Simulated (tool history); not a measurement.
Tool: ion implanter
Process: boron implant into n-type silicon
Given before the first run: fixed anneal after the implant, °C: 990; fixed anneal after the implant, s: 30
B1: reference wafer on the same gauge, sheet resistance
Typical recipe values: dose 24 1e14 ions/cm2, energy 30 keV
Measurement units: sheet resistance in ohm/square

Run 1, hour 0: usual settings; B1 52.89. Result: sheet resistance 64.28 ohm/square.
Run 2, hour 58.1: usual settings but energy 37.5 keV; B1 52.88. Result: sheet resistance 60.82 ohm/square.
Run 3, hour 121.4: usual settings but energy 37.5 keV; B1 52.86. Result: sheet resistance 60.94 ohm/square.
At hour 123.1: gauge calibrated.
Run 4, hour 254: usual settings; B1 52.9. Result: sheet resistance 64.09 ohm/square.
Run 5, hour 284.3: usual settings; B1 52.88. Result: sheet resistance 64.09 ohm/square.
Run 6, hour 339.2: usual settings; B1 52.92. Result: sheet resistance 64.09 ohm/square.
Run 7, hour 530.9: usual settings; B1 52.93. Result: sheet resistance 63.55 ohm/square.
Run 8, hour 594.2: usual settings; B1 52.89. Result: sheet resistance 63.97 ohm/square.
Run 9, hour 660.4: usual settings; B1 52.92. Result: sheet resistance 64.21 ohm/square.
At hour 703.6: Faraday cup replaced and dose calibrated.
Run 10, hour 704.1: usual settings; B1 52.96. Result: sheet resistance 65.39 ohm/square.
Run 11, hour 722.9: usual settings but dose 21.22 1e14 ions/cm2, energy 22.5 keV; B1 52.91. Result: sheet resistance 75.48 ohm/square.
Run 12, hour 756.3: usual settings; B1 52.84. Result: sheet resistance 65.25 ohm/square.
Run 13, hour 787.1: usual settings; B1 52.91. Result: sheet resistance 65.04 ohm/square.
At hour 806: extraction supply calibrated.
Run 14, hour 818.4: usual settings; B1 52.9. Result: sheet resistance 65.08 ohm/square.
Run 15, hour 862.5: usual settings but dose 26.71 1e14 ions/cm2, energy 23 keV; B1 52.92. Result: sheet resistance 67.22 ohm/square.
Run 16, hour 895.4: usual settings but dose 26.71 1e14 ions/cm2, energy 23 keV; B1 52.91. Result: sheet resistance 67.42 ohm/square.
Run 17, hour 955.1: usual settings but dose 26.71 1e14 ions/cm2, energy 23 keV; B1 52.9. Result: sheet resistance 67.36 ohm/square.
Run 18, hour 1014: usual settings; B1 52.89. Result: sheet resistance 64.31 ohm/square.
Run 19, hour 1042.8: usual settings but dose 26.71 1e14 ions/cm2, energy 23 keV; B1 52.88. Result: sheet resistance 66.88 ohm/square.
Run 20, hour 1077.2: usual settings but dose 26.04 1e14 ions/cm2, energy 34.5 keV; B1 52.88. Result: sheet resistance 59.61 ohm/square.
Run 21, hour 1119.3: usual settings but energy 36 keV; B1 52.93. Result: sheet resistance 62.04 ohm/square.
Run 22, hour 1224.3: usual settings but energy 36.5 keV; B1 52.87. Result: sheet resistance 61.62 ohm/square.
At hour 1254.1: gauge calibrated.
Run 23, hour 1267.5: usual settings but dose 20.39 1e14 ions/cm2, energy 21.5 keV; B1 52.93. Result: sheet resistance 76.76 ohm/square.
Run 24, hour 1327.7: usual settings but dose 29.21 1e14 ions/cm2; B1 52.91. Result: sheet resistance 59.04 ohm/square.
Run 25, hour 1377.1: usual settings but dose 26.17 1e14 ions/cm2, energy 27.5 keV; B1 52.93. Result: sheet resistance 63.37 ohm/square.
Run 26, hour 1418.6: usual settings but dose 18.19 1e14 ions/cm2, energy 37.5 keV; B1 52.9. Result: sheet resistance 73.52 ohm/square.
Run 27, hour 1462.9: usual settings; B1 52.91. Result: sheet resistance 64.03 ohm/square.
Run 28, hour 1506.6: usual settings; B1 52.93. Result: sheet resistance 64.24 ohm/square.
Run 29, hour 1556.6: usual settings; B1 52.91. Result: sheet resistance 64.42 ohm/square.
Run 30, hour 1591.9: usual settings but dose 22.2 1e14 ions/cm2, energy 40.5 keV; B1 52.92. Result: sheet resistance 63.01 ohm/square.
Run 31, hour 1644.9: usual settings but dose 22.09 1e14 ions/cm2; B1 52.94. Result: sheet resistance 66.8 ohm/square.
Run 32, hour 1677.2: usual settings; B1 52.91. Result: sheet resistance 63.9 ohm/square.
Run 33, hour 1727.1: usual settings but dose 26.71 1e14 ions/cm2, energy 23 keV; B1 52.88. Result: sheet resistance 66.68 ohm/square.
Run 34, hour 1793.3: usual settings but dose 20.8 1e14 ions/cm2, energy 39.5 keV; B1 52.92. Result: sheet resistance 66.15 ohm/square.
Run 35, hour 1879.3: usual settings but energy 34 keV; B1 52.9. Result: sheet resistance 62 ohm/square.

Here are 4 independent what-if runs from the current tool condition. What would each one return?
Run A, hour 1879.7: usual settings; B1 ?. Result: sheet resistance ?.
Run B, hour 1879.7: usual settings but dose 18.95 1e14 ions/cm2, energy 35.5 keV; B1 ?. Result: sheet resistance ?.
Run C, hour 1879.7: usual settings but energy 37 keV; B1 ?. Result: sheet resistance ?.
Run D, hour 1879.7: usual settings but dose 19.64 1e14 ions/cm2, energy 26 keV; B1 ?. Result: sheet resistance ?.

run     B1  sheet resistance
  A  52.91              64.3
  B  52.91             71.81
  C  52.91             61.28
  D  52.91             74.36
Take away the tool's hidden state, keep each run's random variation, and the runs would have read:
run  sheet resistance
  A             65.78
  B             73.94
  C             62.88
  D              76.2
